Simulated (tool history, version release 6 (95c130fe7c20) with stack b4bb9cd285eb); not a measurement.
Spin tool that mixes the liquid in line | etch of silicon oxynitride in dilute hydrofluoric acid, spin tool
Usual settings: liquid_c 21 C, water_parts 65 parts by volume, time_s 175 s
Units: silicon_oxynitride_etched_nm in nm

run,day,liquid_c,water_parts,time_s,wafers since the last listed run,hours since the thermometer was replaced,hours since the hydrofluoric acid flow meter was replaced,hours since the gauge calibration,"read-back film thickness of the silicon oxynitride reference wafer, read on the same gauge (nm)",silicon_oxynitride_etched_nm
1,0,21,65,175,0,2178.9,2277.6,96.5,30.01,8.24
2,0.738,21,65,175,169,2196.6,2295.3,114.2,30.01,8.19
3,1.104,21,45,175,84,2205.4,2304.1,123,29.97,11.97
4,1.533,21,45,175,98,2215.7,2314.4,133.3,30,12.04
5,2.075,21,65,175,124,2228.7,2327.4,146.3,29.99,8.19
6,2.512,21,65,175,100,2239.2,2337.9,156.8,29.98,8.13
7,3.033,21,65,175,119,2251.7,2350.4,169.3,30.02,8.12
8,3.304,21,65,175,62,2258.2,2356.9,175.8,29.98,8.14
# day 3.508: gauge calibrated
9,3.9,21,65,175,136,2272.5,2371.2,9.4,30,8.09
10,4.454,23,85,200,127,2285.8,2384.5,22.7,29.98,7.73
# day 4.738: hydrofluoric acid flow meter replaced
11,4.933,21,65,220,100,2297.3,4.7,34.2,29.98,11.85
12,5.496,21,65,265,128,2310.8,18.2,47.7,30.01,14.24
# day 5.658: thermometer replaced
13,5.812,21,65,175,63,3.7,25.8,55.3,30,10.69
14,6.158,17,65,175,79,12,34.1,63.6,29.99,8.78
15,6.825,17.5,90,175,152,28,50.1,79.6,30,6.37
16,7.108,23.5,65,270,64,34.8,56.9,86.4,30,18.67
17,7.725,21,65,175,141,49.6,71.7,101.2,30,10.65
18,8.121,21,65,80,90,59.1,81.2,110.7,30,4.88
19,8.412,25.5,65,175,66,66.1,88.2,117.7,29.99,13.3

4 ways to go on from here, each from the tool as it stands after run 19. What would each give?
A,8.433,21,65,105,4,66.6,88.7,118.2,?,?
B,8.433,24.5,55,175,4,66.6,88.7,118.2,?,?
C,8.433,25,65,175,4,66.6,88.7,118.2,?,?
D,8.433,17,80,175,4,66.6,88.7,118.2,?,?

run,"read-back film thickness of the silicon oxynitride reference wafer, read on the same gauge (nm)",silicon_oxynitride_etched_nm
A,29.99,6.39
B,29.99,15.06
C,29.99,12.94
D,29.99,7
Without the tool's hidden state the same runs would have given:
run,silicon_oxynitride_etched_nm
A,6.58
B,15.51
C,13.33
D,7.22
